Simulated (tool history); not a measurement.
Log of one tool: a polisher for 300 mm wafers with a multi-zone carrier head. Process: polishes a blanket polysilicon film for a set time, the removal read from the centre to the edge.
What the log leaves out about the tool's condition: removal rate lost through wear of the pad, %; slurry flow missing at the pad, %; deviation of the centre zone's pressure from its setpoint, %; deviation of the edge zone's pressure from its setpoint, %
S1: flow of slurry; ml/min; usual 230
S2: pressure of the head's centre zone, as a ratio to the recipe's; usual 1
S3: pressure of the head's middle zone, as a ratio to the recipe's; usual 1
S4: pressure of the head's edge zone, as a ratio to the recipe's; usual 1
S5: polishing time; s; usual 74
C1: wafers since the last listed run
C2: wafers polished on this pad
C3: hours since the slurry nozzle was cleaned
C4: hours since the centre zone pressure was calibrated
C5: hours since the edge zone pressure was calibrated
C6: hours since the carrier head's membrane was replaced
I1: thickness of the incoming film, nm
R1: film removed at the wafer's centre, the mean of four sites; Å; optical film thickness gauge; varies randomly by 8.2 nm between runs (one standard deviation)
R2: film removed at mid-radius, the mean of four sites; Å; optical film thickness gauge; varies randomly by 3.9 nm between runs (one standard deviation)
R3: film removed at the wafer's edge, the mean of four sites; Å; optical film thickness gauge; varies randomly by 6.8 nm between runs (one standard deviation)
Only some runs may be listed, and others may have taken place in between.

Run 1, hour 0: usual settings but S4 0.97; C1 0; C2 1156; C3 391.9; C4 596; C5 391.2; C6 931.6; I1 1701.9. Result: R1 5587 Å, R2 5824 Å, R3 5898 Å.
Run 2, hour 6.7: usual settings but S1 290 ml/min, S3 0.93; C1 40; C2 1196; C3 398.6; C4 602.7; C5 397.9; C6 938.3; I1 1690.3. Result: R1 5724 Å, R2 5763 Å, R3 6096 Å.
Run 3, hour 15.9: usual settings but S1 290 ml/min, S3 0.93; C1 55; C2 1251; C3 407.8; C4 611.9; C5 407.1; C6 947.5; I1 1671.9. Result: R1 5731 Å, R2 5644 Å, R3 6075 Å.
At hour 25.1: worn pad replaced by a new one.
Run 4, hour 28.6: usual settings but S1 290 ml/min, S3 0.93; C1 52; C2 20; C3 420.5; C4 624.6; C5 419.8; C6 960.2; I1 1714.1. Result: R1 5709 Å, R2 5707 Å, R3 6110 Å.
Run 5, hour 37.1: usual settings; C1 51; C2 71; C3 429; C4 633.1; C5 428.3; C6 968.7; I1 1686.6. Result: R1 5338 Å, R2 5745 Å, R3 5926 Å.
At hour 48.2: slurry nozzle cleaned.
At hour 51.1: centre zone pressure recalibrated.
Run 6, hour 51.6: usual settings but S1 265 ml/min, S3 1.12, S5 84 s; C1 69; C2 140; C3 3.4; C4 0.5; C5 442.8; C6 983.2; I1 1678.4. Result: R1 7377 Å, R2 7628 Å, R3 7217 Å.
Run 7, hour 64.7: usual settings but S1 305 ml/min, S2 0.91, S4 1.09; C1 78; C2 219; C3 16.5; C4 13.6; C5 455.9; C6 996.3; I1 1705.4. Result: R1 5968 Å, R2 6252 Å, R3 6589 Å.
Run 8, hour 82.2: usual settings but S1 175 ml/min; C1 105; C2 324; C3 34; C4 31.1; C5 473.4; C6 1013.8; I1 1688. Result: R1 6157 Å, R2 5840 Å, R3 6037 Å.
Run 9, hour 93.8: usual settings but S1 165 ml/min, S4 1.11, S5 59 s; C1 69; C2 394; C3 45.6; C4 42.7; C5 485; C6 1025.4; I1 1655.9. Result: R1 4800 Å, R2 4654 Å, R3 5141 Å.
At hour 101.9: carrier head's membrane replaced by a new one.
Run 10, hour 102.4: usual settings; C1 21; C2 416; C3 54.2; C4 51.3; C5 493.6; C6 0.5; I1 1676.8. Result: R1 6405 Å, R2 6113 Å, R3 6169 Å.
Run 11, hour 117.3: usual settings but S1 250 ml/min, S3 0.93, S4 0.94, S5 99 s; C1 89; C2 505; C3 69.1; C4 66.2; C5 508.5; C6 15.4; I1 1681.1. Result: R1 8605 Å, R2 7794 Å, R3 8143 Å.
Run 12, hour 133.9: usual settings but S1 205 ml/min, S2 1.07, S3 0.95, S4 0.9; C1 99; C2 605; C3 85.7; C4 82.8; C5 525.1; C6 32; I1 1709.1. Result: R1 6862 Å, R2 5813 Å, R3 5708 Å.
Run 13, hour 145.9: usual settings but S2 1.04, S5 53 s; C1 72; C2 677; C3 97.7; C4 94.8; C5 537.1; C6 44; I1 1681.2. Result: R1 4744 Å, R2 4347 Å, R3 4465 Å.
Run 14, hour 154.4: usual settings but S1 185 ml/min, S2 0.91, S3 1.1; C1 51; C2 728; C3 106.2; C4 103.3; C5 545.6; C6 52.5; I1 1710.6. Result: R1 5588 Å, R2 6325 Å, R3 5958 Å.
Run 15, hour 170.1: usual settings; C1 94; C2 823; C3 121.9; C4 119; C5 561.3; C6 68.2; I1 1709. Result: R1 6190 Å, R2 6140 Å, R3 6257 Å.
Run 16, hour 180.7: usual settings but S3 0.92; C1 63; C2 886; C3 132.5; C4 129.6; C5 571.9; C6 78.8; I1 1688.3. Result: R1 6344 Å, R2 5784 Å, R3 6208 Å.
At hour 199.7: edge zone pressure recalibrated.
Run 17, hour 202.2: usual settings but S3 1.03, S4 1.09; C1 117; C2 1004; C3 154; C4 151.1; C5 2.5; C6 100.3; I1 1697.1. Result: R1 6370 Å, R2 6198 Å, R3 6493 Å.
At hour 226.5: worn pad replaced by a new one.
Run 18, hour 252.9: usual settings; C1 280; C2 158; C3 204.7; C4 201.8; C5 53.2; C6 151; I1 1655.5. Result: R1 6257 Å, R2 6039 Å, R3 6215 Å.
Run 19, hour 269.5: usual settings but S1 200 ml/min, S3 1.09, S5 88 s; C1 99; C2 258; C3 221.3; C4 218.4; C5 69.8; C6 167.6; I1 1689.6. Result: R1 7243 Å, R2 7439 Å, R3 7310 Å.
Run 20, hour 276.6: usual settings but S1 155 ml/min, S3 1.06, S4 1.03, S5 91 s; C1 42; C2 301; C3 228.4; C4 225.5; C5 76.9; C6 174.7; I1 1688.4. Result: R1 7216 Å, R2 7314 Å, R3 7523 Å.
Run 21, hour 294.6: usual settings but S1 170 ml/min, S3 1.04, S4 1.07, S5 57 s; C1 108; C2 409; C3 246.4; C4 243.5; C5 94.9; C6 192.7; I1 1706.2. Result: R1 4528 Å, R2 4601 Å, R3 4751 Å.

Below are 5 alternative next runs, each starting from the tool's condition after run 21. Predict each:
Run A, hour 295.1: usual settings but S5 59 s; C1 3; C2 412; C3 246.9; C4 244; C5 95.4; C6 193.2; I1 1700.2. Result: R1 ?, R2 ?, R3 ?.
Run B, hour 295.1: usual settings but S2 0.89, S3 0.91, S5 52 s; C1 3; C2 412; C3 246.9; C4 244; C5 95.4; C6 193.2; I1 1700.2. Result: R1 ?, R2 ?, R3 ?.
Run C, hour 295.1: usual settings but S1 185 ml/min, S3 0.92; C1 3; C2 412; C3 246.9; C4 244; C5 95.4; C6 193.2; I1 1700.2. Result: R1 ?, R2 ?, R3 ?.
Run D, hour 295.1: usual settings but S3 1.07; C1 3; C2 412; C3 246.9; C4 244; C5 95.4; C6 193.2; I1 1700.2. Result: R1 ?, R2 ?, R3 ?.
Run E, hour 295.1: usual settings but S2 0.93; C1 3; C2 412; C3 246.9; C4 244; C5 95.4; C6 193.2; I1 1700.2. Result: R1 ?, R2 ?, R3 ?.

run    R1    R2    R3
  A  4871  4833  4962
  B  3872  4004  4377
  C  5907  5569  6095
  D  6111  6347  6219
  E  5730  6064  6224
What these runs would have given with no unlogged condition in the tool:
run    R1    R2    R3
  A  4986  4915  5025
  B  3964  4072  4433
  C  6070  5683  6186
  D  6255  6455  6298
  E  5865  6167  6303

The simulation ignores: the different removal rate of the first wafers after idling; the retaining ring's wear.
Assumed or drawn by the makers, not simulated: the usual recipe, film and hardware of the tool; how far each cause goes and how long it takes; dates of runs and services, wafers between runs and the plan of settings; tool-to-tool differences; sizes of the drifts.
